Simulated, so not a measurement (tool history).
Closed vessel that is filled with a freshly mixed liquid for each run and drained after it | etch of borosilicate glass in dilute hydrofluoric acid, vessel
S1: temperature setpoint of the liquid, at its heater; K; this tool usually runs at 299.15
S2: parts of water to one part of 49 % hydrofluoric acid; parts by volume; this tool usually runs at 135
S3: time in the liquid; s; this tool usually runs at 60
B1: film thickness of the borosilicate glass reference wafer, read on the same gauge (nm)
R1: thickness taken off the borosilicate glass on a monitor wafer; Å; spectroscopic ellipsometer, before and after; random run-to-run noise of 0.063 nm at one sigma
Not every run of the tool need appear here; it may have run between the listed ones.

run 1 hour=0 | S1=299.15 S2=135 S3=60 | B1=59.97 | R1=79.7
run 2 hour=45.5 | S1=299.15 S2=135 S3=60 | B1=60.03 | R1=78.3
run 3 hour=83.3 | S1=299.15 S2=135 S3=60 | B1=60 | R1=79.1
run 4 hour=164 | S1=299.15 S2=135 S3=85 | B1=60.03 | R1=112.9
run 5 hour=211 | S1=299.15 S2=135 S3=85 | B1=59.98 | R1=112.8
run 6 hour=261.3 | S1=299.15 S2=135 S3=85 | B1=60.02 | R1=113.7
run 7 hour=343.4 | S1=299.15 S2=135 S3=60 | B1=59.97 | R1=80.1
run 8 hour=396.7 | S1=299.15 S2=135 S3=60 | B1=59.96 | R1=80
run 9 hour=455.7 | S1=299.15 S2=135 S3=60 | B1=59.96 | R1=80.7
run 10 hour=494.8 | S1=299.15 S2=80 S3=60 | B1=59.96 | R1=146.2
run 11 hour=583.7 | S1=299.15 S2=80 S3=60 | B1=59.97 | R1=148.8
-- hour=635.5 gauge calibrated
run 12 hour=691.6 | S1=299.15 S2=135 S3=60 | B1=59.99 | R1=82.6
run 13 hour=760 | S1=299.15 S2=135 S3=60 | B1=60.03 | R1=81.1
run 14 hour=806.2 | S1=295.15 S2=165 S3=60 | B1=59.99 | R1=56.2
run 15 hour=895.7 | S1=294.65 S2=205 S3=40 | B1=59.98 | R1=28.2
run 16 hour=1035.3 | S1=297.15 S2=95 S3=40 | B1=59.99 | R1=76.2
run 17 hour=1109.8 | S1=300.65 S2=175 S3=75 | B1=60 | R1=80.8
run 18 hour=1198.9 | S1=294.15 S2=115 S3=85 | B1=59.98 | R1=116.7
run 19 hour=1245.9 | S1=301.65 S2=175 S3=60 | B1=59.94 | R1=66.7
run 20 hour=1289.4 | S1=303.15 S2=135 S3=60 | B1=60.01 | R1=96.9
run 21 hour=1365.6 | S1=300.65 S2=175 S3=75 | B1=59.98 | R1=80.9
-- hour=1401.4 hydrofluoric acid flow meter replaced
run 22 hour=1440.3 | S1=299.15 S2=155 S3=40 | B1=59.99 | R1=46.8
run 23 hour=1513.2 | S1=296.15 S2=90 S3=40 | B1=60 | R1=80
run 24 hour=1581.8 | S1=295.65 S2=135 S3=95 | B1=59.99 | R1=116.6
run 25 hour=1654.1 | S1=299.15 S2=135 S3=60 | B1=60.01 | R1=84.4
-- hour=1704.5 thermometer replaced
run 26 hour=1735.8 | S1=301.65 S2=90 S3=45 | B1=59.95 | R1=102.1
run 27 hour=1830.4 | S1=294.65 S2=155 S3=60 | B1=60.07 | R1=55.3
run 28 hour=1890.3 | S1=296.65 S2=185 S3=40 | B1=60.01 | R1=32.4
run 29 hour=1941.6 | S1=302.65 S2=200 S3=50 | B1=59.95 | R1=45.6
run 30 hour=2002.5 | S1=299.15 S2=165 S3=60 | B1=59.95 | R1=61.9
run 31 hour=2098.5 | S1=303.15 S2=90 S3=60 | B1=60.01 | R1=144.5
run 32 hour=2142.5 | S1=302.15 S2=175 S3=60 | B1=59.93 | R1=64.2
run 33 hour=2190.8 | S1=299.15 S2=135 S3=60 | B1=60.03 | R1=77.5
run 34 hour=2261.9 | S1=299.15 S2=135 S3=60 | B1=59.98 | R1=78.3

Each row is a separate what-if for the run after 34, all from the same tool condition, not one after another. Results?
run A hour=2262.6 | S1=295.65 S2=135 S3=60 | B1=? | R1=?
run B hour=2262.6 | S1=301.65 S2=205 S3=40 | B1=? | R1=?
run C hour=2262.6 | S1=297.15 S2=160 S3=80 | B1=? | R1=?

run=A B1=60.05 R1=67.9
run=B B1=60.05 R1=34.3
run=C B1=60.05 R1=78.6
Without the tool's unlogged condition, the same runs would have read:
run=A R1=66.3
run=B R1=33.6
run=C R1=76.9

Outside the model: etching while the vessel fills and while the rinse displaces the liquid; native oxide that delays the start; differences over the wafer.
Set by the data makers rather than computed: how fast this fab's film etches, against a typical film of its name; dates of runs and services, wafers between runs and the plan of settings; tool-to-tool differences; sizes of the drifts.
